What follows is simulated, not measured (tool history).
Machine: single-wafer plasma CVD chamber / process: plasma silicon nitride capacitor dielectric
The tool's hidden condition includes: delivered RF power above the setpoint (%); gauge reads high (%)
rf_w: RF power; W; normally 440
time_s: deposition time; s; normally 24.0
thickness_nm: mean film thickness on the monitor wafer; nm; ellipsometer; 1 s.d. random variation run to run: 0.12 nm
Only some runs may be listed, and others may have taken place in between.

run   hour  rf_w  time_s  wafers since the last listed run  hours since the last RF generator calibration  hours since the showerhead was replaced  hours since the gauge calibration  read-back reference wafer on the same gauge, thickness_nm  thickness_nm
  1    0.0   440    23.0                                 0                                         1396.9                                   4836.6                              184.5                                                     37.253        34.277
  2   55.7   440    23.0                              1329                                         1452.6                                   4892.3                              240.2                                                     37.077        33.833
  3  126.2   440    24.0                              1682                                         1523.1                                   4962.8                              310.7                                                     37.028        35.664
  4  194.6   440    24.0                              1632                                         1591.5                                   5031.2                              379.1                                                     36.997        35.426
  5  221.2   440    24.0                               634                                         1618.1                                   5057.8                              405.7                                                     36.964        35.374
  6  292.6   440    24.0                              1704                                         1689.5                                   5129.2                              477.1                                                     36.962        35.371
     310.4  -- gauge calibrated
  7  359.0   460    26.0                              1585                                         1755.9                                   5195.6                               48.6                                                     37.348        39.022
     392.0  -- RF generator calibrated
  8  427.7   465    22.7                              1448                                           35.7                                   5264.3                              117.3                                                     37.261        34.237
  9  473.7   500    19.3                              1098                                           81.7                                   5310.3                              163.3                                                     37.280        29.725
     497.3  -- showerhead replaced
 10  511.4   440    19.9                               708                                          119.4                                     14.1                              201.0                                                     37.232        29.462
 11  661.4   440    24.0                              3580                                          269.4                                    164.1                              351.0                                                     37.107        35.495
 12  707.4   490    24.0                              1098                                          315.4                                    210.1                              397.0                                                     37.014        36.480
 13  751.0   500    27.9                              1040                                          359.0                                    253.7                              440.6                                                     36.996        42.548
     768.5  -- gauge calibrated
 14  786.5   440    19.7                               847                                          394.5                                    289.2                               18.0                                                     37.307        29.373

What the log doesn't show, run by run:
delivered RF power above the setpoint (%): 0 across all the runs
H1: gauge reads high (%)
run       H1
  1   -0.552
  2   -0.704
  3   -0.896
  4    -1.08
  5    -1.16
  6    -1.35
  7  -0.0496
  8   -0.237
  9   -0.362
 10   -0.465
 11   -0.874
 12       -1
 13    -1.12
 14   -0.135
